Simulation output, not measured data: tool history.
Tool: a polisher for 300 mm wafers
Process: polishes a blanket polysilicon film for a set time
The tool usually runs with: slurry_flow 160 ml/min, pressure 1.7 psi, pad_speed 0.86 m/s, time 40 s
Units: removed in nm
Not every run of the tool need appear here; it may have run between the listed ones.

run	hour	slurry_flow	pressure	pad_speed	time	incoming thickness of the incoming film, nm	removed
1	0.0	160	1.7	0.86	40	2298.7	192.1
2	12.6	160	1.7	0.86	40	2288.0	191.1
# hour 25.6: worn pad replaced by a new one
3	27.4	160	1.7	0.86	40	2238.1	194.4
4	41.4	160	1.7	0.86	40	2249.2	194.7
5	59.0	160	1.7	0.86	40	2239.7	196.5
6	65.9	160	1.7	0.86	40	2263.3	194.7
7	72.7	160	1.7	0.86	40	2272.5	194.7
8	81.9	160	1.7	0.86	40	2274.1	193.8
9	91.4	160	1.7	0.86	40	2246.7	192.5
10	104.4	160	1.5	1.00	40	2273.2	189.7
11	117.5	160	1.5	1.00	40	2259.5	183.9
12	133.2	160	1.7	0.86	40	2281.6	193.1
13	143.5	160	2.2	0.86	40	2291.6	248.5
14	154.7	160	2.2	0.86	40	2266.1	245.5
15	164.5	205	1.5	0.86	40	2296.4	174.6
16	177.3	160	1.7	0.86	40	2294.9	189.3
17	192.9	160	1.5	0.94	40	2257.4	174.3
# hour 202.3: worn pad replaced by a new one
18	205.8	125	1.1	1.12	40	2264.1	143.4
19	220.0	160	1.7	0.86	40	2314.3	195.5
20	235.9	205	1.7	0.86	33	2266.1	167.5
21	246.7	160	1.7	0.86	40	2237.9	194.7
22	263.3	160	1.7	0.86	40	2296.9	195.1
23	274.0	160	1.7	0.86	40	2268.6	194.8
24	289.1	140	1.5	0.86	40	2249.9	166.3
25	297.9	115	1.7	0.86	40	2258.2	184.4
# hour 327.3: head pressure recalibrated
# hour 328.0: slurry nozzle cleaned
26	343.3	160	2.2	0.86	45	2288.9	281.1
# hour 354.5: worn pad replaced by a new one
27	355.0	210	1.7	0.94	40	2280.7	213.9
28	367.9	140	1.4	0.86	29	2267.7	115.4
29	384.1	160	1.7	0.86	37	2277.9	181.3
30	397.7	145	1.2	0.78	29	2307.5	93.7
31	403.8	160	1.7	0.86	32	2277.4	155.4
32	419.1	160	1.7	0.86	40	2254.8	195.1

Predict the results of run 33:
33	429.9	175	1.7	0.64	40	2300.3	?

Logged for run 33: removed 166.0 nm.
On a tool with no hidden condition, and with the same random variation, this run would have come out at removed 167.3 nm.

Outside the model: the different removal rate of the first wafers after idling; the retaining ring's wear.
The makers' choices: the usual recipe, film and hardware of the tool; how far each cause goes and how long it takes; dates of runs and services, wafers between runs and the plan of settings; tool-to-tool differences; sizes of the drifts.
